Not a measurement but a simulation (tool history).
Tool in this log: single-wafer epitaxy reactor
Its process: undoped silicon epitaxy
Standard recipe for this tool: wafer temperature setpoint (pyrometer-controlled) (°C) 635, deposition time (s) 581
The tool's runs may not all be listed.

run	hour	wafer temperature setpoint (pyrometer-controlled) (°C)	deposition time (s)	wafers since the last listed run	hours since the last pyrometer calibration	hours since the gauge calibration	read-back reference wafer on the same gauge, thickness_nm	mean film thickness on the monitor wafer (nm)
1	0	635	581	0	863.5	96.1	65.996	68.356
2	16.6	635	581	33	880.1	112.7	65.952	68.621
3	26	635	581	19	889.5	122.1	65.828	68.077
4	35.8	635	489	19	899.3	131.9	65.906	57.836
5	49.8	635	581	28	913.3	145.9	65.837	67.522
6	58.6	635	581	17	922.1	154.7	65.797	67.863
7	73.8	635	581	30	937.3	169.9	65.871	67.787
# hour 88.1: pyrometer calibrated
8	88.6	635	581	13	0.5	184.7	65.883	74.574
9	91.8	635	581	6	3.7	187.9	65.97	74.517
10	102.3	635	581	21	14.2	198.4	66.011	74.692
# hour 110.4: gauge calibrated
11	120	639	627	36	31.9	9.6	65.899	87.116
12	130.4	635	581	21	42.3	20	65.912	74.576
13	144.9	625	581	29	56.8	34.5	65.775	60.709
14	161.7	635	656	34	73.6	51.3	65.942	83.925
15	171.8	640	661	20	83.7	61.4	65.934	93.013
16	187.5	635	581	31	99.4	77.1	65.924	74.604
17	198.1	627	505	21	110	87.7	65.906	55.179
18	211.3	635	638	26	123.2	100.9	65.872	81.398
19	219.8	623	581	17	131.7	109.4	65.918	58.284

Below, some changes in mean film thickness on the monitor wafer (nm) between adjacent runs. For each, the amount present without the hidden state too (settings, incoming material, random variation) and the amount remaining for the hidden state with gauge scatter not shared by both compared results:
Hidden conditions of the tool in this case: wafer temperature above the value expected at the setpoint (K); gauge reads high (%).
Run 7 -> 8: pyrometer calibrated. mean film thickness on the monitor wafer (nm) +6.787: hidden state +6.648, all else +0.139.
Run 17 -> 18: wafer temperature setpoint (pyrometer-controlled) (°C) 627 -> 635, deposition time (s) 505 -> 638. mean film thickness on the monitor wafer (nm) +26.219: hidden state -0.145, all else +26.364.

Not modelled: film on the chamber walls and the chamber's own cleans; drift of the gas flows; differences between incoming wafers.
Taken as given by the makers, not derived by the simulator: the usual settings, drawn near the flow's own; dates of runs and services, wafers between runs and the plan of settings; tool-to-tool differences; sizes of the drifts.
